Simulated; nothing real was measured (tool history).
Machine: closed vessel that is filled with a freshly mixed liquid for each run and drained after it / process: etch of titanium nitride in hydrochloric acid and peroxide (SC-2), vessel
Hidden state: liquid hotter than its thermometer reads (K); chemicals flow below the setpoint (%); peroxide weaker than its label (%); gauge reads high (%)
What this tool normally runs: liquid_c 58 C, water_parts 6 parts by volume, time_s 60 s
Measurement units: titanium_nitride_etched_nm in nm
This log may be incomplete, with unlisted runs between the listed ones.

run	hour	liquid_c	water_parts	time_s	wafers since the last listed run	hours since the thermometer was replaced	hours since the chemicals flow meter was replaced	hours since the drum of peroxide was connected	hours since the gauge calibration	read-back film thickness of the titanium nitride reference wafer, read on the same gauge (nm)	titanium_nitride_etched_nm
1	0	58	6	60	0	2586.9	21	703.5	28	120.01	7.48
2	8	58	6	60	569	2594.9	29	711.5	36	120.05	7.48
3	22.9	58	6	60	1061	2609.8	43.9	726.4	50.9	119.99	7.47
4	39.8	58	6	80	1203	2626.7	60.8	743.3	67.8	120	9.96
5	53.6	58	6	80	982	2640.5	74.6	757.1	81.6	120.04	9.99
6	60.8	50.5	4	40	512	2647.7	81.8	764.3	88.8	120.01	4.13
7	67.8	58	4	30	498	2654.7	88.8	771.3	95.8	120.05	5
8	77.9	66.5	4	60	719	2664.8	98.9	781.4	105.9	120.01	16.94
9	89.2	58	6	60	804	2676.1	110.2	792.7	117.2	119.97	7.5
10	103.7	58	6	35	1032	2690.6	124.7	807.2	131.7	120.03	4.39
11	117.1	54.5	4	45	954	2704	138.1	820.6	145.1	119.99	5.94
12	131.5	58	6	60	1025	2718.4	152.5	835	159.5	119.99	7.45
# hour 139.4: thermometer replaced
13	139.9	58	6	85	527	0.5	160.9	843.4	167.9	119.97	10.62
14	154.6	61.5	7.5	90	1047	15.2	175.6	858.1	182.6	119.99	11.76
15	169.9	65.5	4.5	50	1089	30.5	190.9	873.4	197.9	120	12.23
16	187.9	62	8	35	1282	48.5	208.9	891.4	215.9	120	4.49
17	203.7	48	4.5	90	1125	64.3	224.7	907.2	231.7	120	7.15
# hour 213.4: new drum of peroxide connected
18	215.7	67.5	4	70	783	76.3	236.7	2.3	243.7	120	21.05
19	230.9	58	6	60	1082	91.5	251.9	17.5	258.9	120.01	7.49
20	243.7	53	4.5	60	911	104.3	264.7	30.3	271.7	120.01	6.72
21	251.8	58	6	35	576	112.4	272.8	38.4	279.8	119.98	4.39
22	269.1	54	4	45	1232	129.7	290.1	55.7	297.1	119.98	5.78
23	282.4	62.5	6	90	947	143	303.4	69	310.4	119.99	15.06
24	300.3	53	6	60	1274	160.9	321.3	86.9	328.3	119.98	5.43
25	315.7	58	4	60	1096	176.3	336.7	102.3	343.7	120	9.91
26	332.5	50.5	7.5	75	1196	193.1	353.5	119.1	360.5	119.98	4.83
27	339.2	52	6	60	477	199.8	360.2	125.8	367.2	119.98	5.08
# hour 347.1: gauge calibrated
28	351	58	6	40	840	211.6	372	137.6	3.9	120.04	4.98

Forecast each of these 5 alternatives for the next run:
A	351.7	51	6	60	49	212.3	372.7	138.3	4.6	?	?
B	351.7	53	7.5	85	49	212.3	372.7	138.3	4.6	?	?
C	351.7	58	8	30	49	212.3	372.7	138.3	4.6	?	?
D	351.7	63	6	30	49	212.3	372.7	138.3	4.6	?	?
E	351.7	52.5	4	75	49	212.3	372.7	138.3	4.6	?	?

run	read-back film thickness of the titanium nitride reference wafer, read on the same gauge (nm)	titanium_nitride_etched_nm
A	119.98	4.74
B	119.98	6.46
C	119.98	2.99
D	119.98	5.11
E	119.98	8.73
With the hidden condition removed and each run's random variation left untouched, the same runs would have given:
run	titanium_nitride_etched_nm
A	4.74
B	6.46
C	2.99
D	5.11
E	8.73
